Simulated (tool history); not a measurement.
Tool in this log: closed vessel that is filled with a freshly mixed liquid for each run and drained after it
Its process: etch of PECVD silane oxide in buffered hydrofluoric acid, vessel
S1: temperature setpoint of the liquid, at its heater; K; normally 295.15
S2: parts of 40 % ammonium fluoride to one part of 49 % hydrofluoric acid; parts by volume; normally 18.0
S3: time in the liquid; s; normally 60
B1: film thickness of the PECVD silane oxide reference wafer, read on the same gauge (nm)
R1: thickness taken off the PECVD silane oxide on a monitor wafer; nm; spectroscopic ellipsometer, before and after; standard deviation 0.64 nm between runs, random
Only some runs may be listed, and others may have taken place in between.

run 1 hour=0.0 | S1=295.15 S2=18.0 S3=60 | B1=60.01 | R1=85.94
run 2 hour=25.6 | S1=295.15 S2=18.0 S3=60 | B1=60.00 | R1=85.11
run 3 hour=96.0 | S1=295.15 S2=18.0 S3=60 | B1=60.01 | R1=85.72
run 4 hour=121.6 | S1=295.15 S2=22.0 S3=35 | B1=60.02 | R1=42.17
run 5 hour=187.8 | S1=295.15 S2=22.0 S3=35 | B1=60.02 | R1=42.97
run 6 hour=229.0 | S1=296.15 S2=18.0 S3=60 | B1=60.02 | R1=92.03
-- hour=235.4 hydrofluoric acid flow meter replaced
run 7 hour=299.3 | S1=296.15 S2=18.0 S3=60 | B1=59.97 | R1=90.92
run 8 hour=343.8 | S1=295.15 S2=22.5 S3=60 | B1=60.02 | R1=72.17
run 9 hour=376.7 | S1=295.15 S2=22.5 S3=60 | B1=59.98 | R1=72.98
run 10 hour=431.0 | S1=295.15 S2=22.5 S3=60 | B1=60.00 | R1=72.30
run 11 hour=491.5 | S1=295.15 S2=18.0 S3=60 | B1=59.99 | R1=86.46
run 12 hour=542.5 | S1=291.65 S2=18.0 S3=60 | B1=59.98 | R1=71.68
run 13 hour=604.0 | S1=295.15 S2=23.0 S3=45 | B1=60.01 | R1=54.54
run 14 hour=631.2 | S1=298.65 S2=18.0 S3=60 | B1=59.99 | R1=105.93
run 15 hour=677.3 | S1=295.15 S2=18.0 S3=60 | B1=59.99 | R1=88.39
-- hour=709.4 gauge calibrated
run 16 hour=733.4 | S1=297.15 S2=18.0 S3=30 | B1=60.01 | R1=49.73
-- hour=772.0 hydrofluoric acid flow meter replaced
run 17 hour=778.3 | S1=297.15 S2=25.0 S3=60 | B1=60.00 | R1=76.62
run 18 hour=827.4 | S1=291.15 S2=18.0 S3=60 | B1=59.99 | R1=71.01
-- hour=848.0 thermometer replaced
run 19 hour=911.9 | S1=295.15 S2=18.0 S3=60 | B1=60.00 | R1=82.99
run 20 hour=942.5 | S1=295.15 S2=18.0 S3=60 | B1=60.01 | R1=82.65
run 21 hour=977.1 | S1=290.65 S2=18.0 S3=60 | B1=60.02 | R1=65.15
run 22 hour=1034.7 | S1=299.65 S2=14.5 S3=90 | B1=60.00 | R1=197.06
run 23 hour=1093.3 | S1=299.15 S2=21.0 S3=45 | B1=60.02 | R1=67.96
run 24 hour=1136.5 | S1=295.15 S2=18.0 S3=90 | B1=59.99 | R1=124.53
run 25 hour=1201.0 | S1=298.65 S2=15.5 S3=40 | B1=59.99 | R1=77.99
run 26 hour=1250.2 | S1=295.15 S2=18.0 S3=60 | B1=60.01 | R1=83.51
-- hour=1280.0 hydrofluoric acid flow meter replaced
run 27 hour=1292.7 | S1=290.65 S2=13.5 S3=85 | B1=59.99 | R1=123.57
run 28 hour=1345.8 | S1=295.15 S2=18.0 S3=60 | B1=59.97 | R1=84.84
run 29 hour=1371.2 | S1=295.15 S2=13.0 S3=35 | B1=59.97 | R1=67.53
run 30 hour=1403.8 | S1=295.15 S2=18.0 S3=60 | B1=59.99 | R1=84.42
run 31 hour=1442.2 | S1=295.15 S2=18.0 S3=60 | B1=59.98 | R1=84.16
run 32 hour=1513.6 | S1=295.15 S2=18.0 S3=60 | B1=59.99 | R1=84.50
run 33 hour=1544.8 | S1=295.15 S2=18.0 S3=60 | B1=60.01 | R1=84.18

Below are 3 alternative next runs, each starting from the tool's condition after run 33. Predict each:
run A hour=1545.5 | S1=290.15 S2=18.0 S3=60 | B1=? | R1=?
run B hour=1545.5 | S1=292.15 S2=14.5 S3=60 | B1=? | R1=?
run C hour=1545.5 | S1=296.65 S2=14.0 S3=45 | B1=? | R1=?

run=A B1=59.97 R1=63.97
run=B B1=59.97 R1=88.65
run=C B1=59.97 R1=88.30
The same runs, with their run-to-run variation unchanged, on a tool lacking any hidden condition would have given:
run=A R1=61.88
run=B R1=85.80
run=C R1=85.54

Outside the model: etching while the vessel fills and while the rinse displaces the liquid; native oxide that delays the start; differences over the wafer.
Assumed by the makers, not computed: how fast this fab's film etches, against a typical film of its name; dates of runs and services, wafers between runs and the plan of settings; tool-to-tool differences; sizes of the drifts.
